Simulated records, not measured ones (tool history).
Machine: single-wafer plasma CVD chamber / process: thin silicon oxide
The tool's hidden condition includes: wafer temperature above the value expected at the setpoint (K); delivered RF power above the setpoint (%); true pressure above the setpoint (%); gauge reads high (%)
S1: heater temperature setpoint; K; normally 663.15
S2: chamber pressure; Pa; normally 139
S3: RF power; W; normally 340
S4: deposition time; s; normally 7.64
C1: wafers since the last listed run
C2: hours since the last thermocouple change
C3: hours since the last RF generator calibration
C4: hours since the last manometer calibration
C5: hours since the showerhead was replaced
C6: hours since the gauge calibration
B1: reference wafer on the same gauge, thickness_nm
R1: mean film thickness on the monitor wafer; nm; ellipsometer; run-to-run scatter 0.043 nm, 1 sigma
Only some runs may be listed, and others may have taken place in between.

{"run": 1, "hour": 0.0, "S1": 663.15, "S2": 139, "S3": 340, "S4": 7.64, "C1": 0, "C2": 1345.7, "C3": 1736.8, "C4": 69.5, "C5": 3546, "C6": 2611.8, "B1": 21.303, "R1": 19.671}
{"run": 2, "hour": 92.2, "S1": 663.15, "S2": 139, "S3": 340, "S4": 7.64, "C1": 2609, "C2": 1437.9, "C3": 1829, "C4": 161.7, "C5": 3638.2, "C6": 2704, "B1": 21.308, "R1": 19.634}
{"hour": 204.7, "done": "showerhead replaced, of another model than before"}
{"hour": 249.9, "done": "thermocouple changed; heater temperature recalibrated"}
{"run": 3, "hour": 380.8, "S1": 663.15, "S2": 139, "S3": 340, "S4": 7.64, "C1": 7714, "C2": 130.9, "C3": 2117.6, "C4": 450.3, "C5": 176.1, "C6": 2992.6, "B1": 21.3, "R1": 19.555}
{"run": 4, "hour": 431.8, "S1": 663.15, "S2": 139, "S3": 340, "S4": 7.64, "C1": 1443, "C2": 181.9, "C3": 2168.6, "C4": 501.3, "C5": 227.1, "C6": 3043.6, "B1": 21.306, "R1": 19.491}
{"hour": 435.9, "done": "gauge calibrated"}
{"hour": 453.7, "done": "RF generator calibrated"}
{"run": 5, "hour": 509.5, "S1": 663.15, "S2": 139, "S3": 340, "S4": 7.64, "C1": 1972, "C2": 259.6, "C3": 55.8, "C4": 579, "C5": 304.8, "C6": 73.6, "B1": 21.292, "R1": 19.455}
{"run": 6, "hour": 572.2, "S1": 663.15, "S2": 139, "S3": 340, "S4": 7.64, "C1": 1774, "C2": 322.3, "C3": 118.5, "C4": 641.7, "C5": 367.5, "C6": 136.3, "B1": 21.296, "R1": 19.548}
{"run": 7, "hour": 622.6, "S1": 663.15, "S2": 115, "S3": 340, "S4": 8.59, "C1": 1426, "C2": 372.7, "C3": 168.9, "C4": 692.1, "C5": 417.9, "C6": 186.7, "B1": 21.305, "R1": 20.582}
{"run": 8, "hour": 674.7, "S1": 663.15, "S2": 139, "S3": 340, "S4": 7.64, "C1": 1474, "C2": 424.8, "C3": 221, "C4": 744.2, "C5": 470, "C6": 238.8, "B1": 21.301, "R1": 19.51}
{"run": 9, "hour": 748.1, "S1": 651.15, "S2": 152, "S3": 285, "S4": 8.04, "C1": 2077, "C2": 498.2, "C3": 294.4, "C4": 817.6, "C5": 543.4, "C6": 312.2, "B1": 21.302, "R1": 20.445}
{"run": 10, "hour": 831.4, "S1": 677.15, "S2": 124, "S3": 340, "S4": 7.64, "C1": 2357, "C2": 581.5, "C3": 377.7, "C4": 900.9, "C5": 626.7, "C6": 395.5, "B1": 21.308, "R1": 18.626}
{"run": 11, "hour": 935.9, "S1": 663.15, "S2": 113, "S3": 340, "S4": 7.64, "C1": 2957, "C2": 686, "C3": 482.2, "C4": 1005.4, "C5": 731.2, "C6": 500, "B1": 21.309, "R1": 18.261}
{"run": 12, "hour": 988.9, "S1": 674.15, "S2": 139, "S3": 340, "S4": 7.64, "C1": 1499, "C2": 739, "C3": 535.2, "C4": 1058.4, "C5": 784.2, "C6": 553, "B1": 21.294, "R1": 19.252}
{"run": 13, "hour": 1046.4, "S1": 663.15, "S2": 139, "S3": 340, "S4": 7.64, "C1": 1627, "C2": 796.5, "C3": 592.7, "C4": 1115.9, "C5": 841.7, "C6": 610.5, "B1": 21.303, "R1": 19.441}
{"run": 14, "hour": 1152.2, "S1": 663.15, "S2": 139, "S3": 340, "S4": 7.64, "C1": 2994, "C2": 902.3, "C3": 698.5, "C4": 1221.7, "C5": 947.5, "C6": 716.3, "B1": 21.295, "R1": 19.484}
{"run": 15, "hour": 1239.0, "S1": 663.15, "S2": 139, "S3": 340, "S4": 7.64, "C1": 2456, "C2": 989.1, "C3": 785.3, "C4": 1308.5, "C5": 1034.3, "C6": 803.1, "B1": 21.303, "R1": 19.44}
{"run": 16, "hour": 1295.1, "S1": 668.15, "S2": 149, "S3": 340, "S4": 7.17, "C1": 1587, "C2": 1045.2, "C3": 841.4, "C4": 1364.6, "C5": 1090.4, "C6": 859.2, "B1": 21.297, "R1": 18.497}
{"run": 17, "hour": 1338.4, "S1": 655.15, "S2": 109, "S3": 340, "S4": 7.64, "C1": 1225, "C2": 1088.5, "C3": 884.7, "C4": 1407.9, "C5": 1133.7, "C6": 902.5, "B1": 21.302, "R1": 18.074}
{"run": 18, "hour": 1435.9, "S1": 663.15, "S2": 139, "S3": 340, "S4": 8.89, "C1": 2759, "C2": 1186, "C3": 982.2, "C4": 1505.4, "C5": 1231.2, "C6": 1000, "B1": 21.29, "R1": 22.507}
{"run": 19, "hour": 1490.6, "S1": 649.15, "S2": 139, "S3": 340, "S4": 9.16, "C1": 1548, "C2": 1240.7, "C3": 1036.9, "C4": 1560.1, "C5": 1285.9, "C6": 1054.7, "B1": 21.3, "R1": 23.477}
{"run": 20, "hour": 1545.4, "S1": 655.15, "S2": 139, "S3": 290, "S4": 6.29, "C1": 1550, "C2": 1295.5, "C3": 1091.7, "C4": 1614.9, "C5": 1340.7, "C6": 1109.5, "B1": 21.314, "R1": 15.416}
{"hour": 1634.7, "done": "capacitance manometer re-zeroed and calibrated"}
{"run": 21, "hour": 1635.2, "S1": 678.15, "S2": 112, "S3": 340, "S4": 7.64, "C1": 2314, "C2": 1385.3, "C3": 1181.5, "C4": 0.5, "C5": 1430.5, "C6": 1199.3, "B1": 21.298, "R1": 18.234}
{"run": 22, "hour": 1726.6, "S1": 663.15, "S2": 139, "S3": 340, "S4": 7.64, "C1": 2586, "C2": 1476.7, "C3": 1272.9, "C4": 91.9, "C5": 1521.9, "C6": 1290.7, "B1": 21.298, "R1": 19.557}
{"run": 23, "hour": 1768.8, "S1": 653.15, "S2": 151, "S3": 285, "S4": 8.61, "C1": 1194, "C2": 1518.9, "C3": 1315.1, "C4": 134.1, "C5": 1564.1, "C6": 1332.9, "B1": 21.29, "R1": 21.991}
{"run": 24, "hour": 1825.4, "S1": 654.15, "S2": 139, "S3": 340, "S4": 7.64, "C1": 1601, "C2": 1575.5, "C3": 1371.7, "C4": 190.7, "C5": 1620.7, "C6": 1389.5, "B1": 21.297, "R1": 19.679}
{"run": 25, "hour": 1863.5, "S1": 678.15, "S2": 156, "S3": 375, "S4": 6.68, "C1": 1078, "C2": 1613.6, "C3": 1409.8, "C4": 228.8, "C5": 1658.8, "C6": 1427.6, "B1": 21.293, "R1": 18.061}
{"run": 26, "hour": 1939.0, "S1": 658.15, "S2": 161, "S3": 375, "S4": 8.78, "C1": 2136, "C2": 1689.1, "C3": 1485.3, "C4": 304.3, "C5": 1734.3, "C6": 1503.1, "B1": 21.306, "R1": 24.235}
{"hour": 1958.2, "done": "thermocouple changed; heater temperature recalibrated"}
{"run": 27, "hour": 1979.8, "S1": 663.15, "S2": 139, "S3": 340, "S4": 7.06, "C1": 928, "C2": 21.6, "C3": 1526.1, "C4": 345.1, "C5": 1775.1, "C6": 1543.9, "B1": 21.301, "R1": 18.063}

Run-by-run hidden state of the tool:
wafer temperature above the value expected at the setpoint (K): 0 across all the runs
delivered RF power above the setpoint (%): 0 across all the runs
gauge reads high (%): 0 across all the runs
H1: true pressure above the setpoint (%)
run=1 H1=0.247
run=2 H1=-0.0126
run=3 H1=-0.825
run=4 H1=-0.969
run=5 H1=-1.19
run=6 H1=-1.36
run=7 H1=-1.51
run=8 H1=-1.65
run=9 H1=-1.86
run=10 H1=-2.09
run=11 H1=-2.39
run=12 H1=-2.54
run=13 H1=-2.7
run=14 H1=-3
run=15 H1=-3.24
run=16 H1=-3.4
run=17 H1=-3.52
run=18 H1=-3.8
run=19 H1=-3.95
run=20 H1=-4.1
run=21 H1=0.686
run=22 H1=0.429
run=23 H1=0.31
run=24 H1=0.151
run=25 H1=0.0433
run=26 H1=-0.169
run=27 H1=-0.284

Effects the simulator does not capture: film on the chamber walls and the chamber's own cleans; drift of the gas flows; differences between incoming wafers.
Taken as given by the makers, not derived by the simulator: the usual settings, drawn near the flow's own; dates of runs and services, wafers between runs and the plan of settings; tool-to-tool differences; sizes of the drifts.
